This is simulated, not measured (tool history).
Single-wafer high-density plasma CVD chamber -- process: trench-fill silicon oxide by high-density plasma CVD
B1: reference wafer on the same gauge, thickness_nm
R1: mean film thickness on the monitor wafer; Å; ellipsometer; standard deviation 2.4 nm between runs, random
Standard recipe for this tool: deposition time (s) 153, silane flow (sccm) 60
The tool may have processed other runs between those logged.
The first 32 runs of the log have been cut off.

Run 33, hour 1804.9: usual settings but deposition time (s) 139, silane flow (sccm) 49; B1 919.966. Result: R1 6797.41 Å.
Run 34, hour 1931.5: usual settings; B1 919.856. Result: R1 9174.46 Å.
Run 35, hour 1964.0: usual settings but deposition time (s) 137, silane flow (sccm) 68; B1 919.010. Result: R1 9313.29 Å.
Run 36, hour 2001.9: usual settings but silane flow (sccm) 69; B1 919.732. Result: R1 10527.52 Å.
Run 37, hour 2064.1: usual settings; B1 920.209. Result: R1 9174.19 Å.
Run 38, hour 2097.5: usual settings but deposition time (s) 163, silane flow (sccm) 70; B1 920.153. Result: R1 11384.85 Å.
Run 39, hour 2131.1: usual settings but deposition time (s) 144, silane flow (sccm) 64; B1 919.121. Result: R1 9224.63 Å.
Run 40, hour 2195.2: usual settings but deposition time (s) 177; B1 919.344. Result: R1 10637.41 Å.

What if the next run were any one of these 5? Each begins from the tool's condition after run 40:
Run A, hour 2195.6: usual settings; B1 ?. Result: R1 ?.
Run B, hour 2195.6: usual settings but deposition time (s) 181, silane flow (sccm) 53; B1 ?. Result: R1 ?.
Run C, hour 2195.6: usual settings but deposition time (s) 139, silane flow (sccm) 52; B1 ?. Result: R1 ?.
Run D, hour 2195.6: usual settings but deposition time (s) 136, silane flow (sccm) 51; B1 ?. Result: R1 ?.
Run E, hour 2195.6: usual settings but silane flow (sccm) 72; B1 ?. Result: R1 ?.

run       B1        R1
  A  919.963   9194.21
  B  919.963   9607.85
  C  919.963   7239.19
  D  919.963   6946.74
  E  919.963  11033.06
Without the tool's unlogged condition, the same runs would have read:
run        R1
  A   8941.75
  B   9344.03
  C   7040.41
  D   6755.99
  E  10730.10

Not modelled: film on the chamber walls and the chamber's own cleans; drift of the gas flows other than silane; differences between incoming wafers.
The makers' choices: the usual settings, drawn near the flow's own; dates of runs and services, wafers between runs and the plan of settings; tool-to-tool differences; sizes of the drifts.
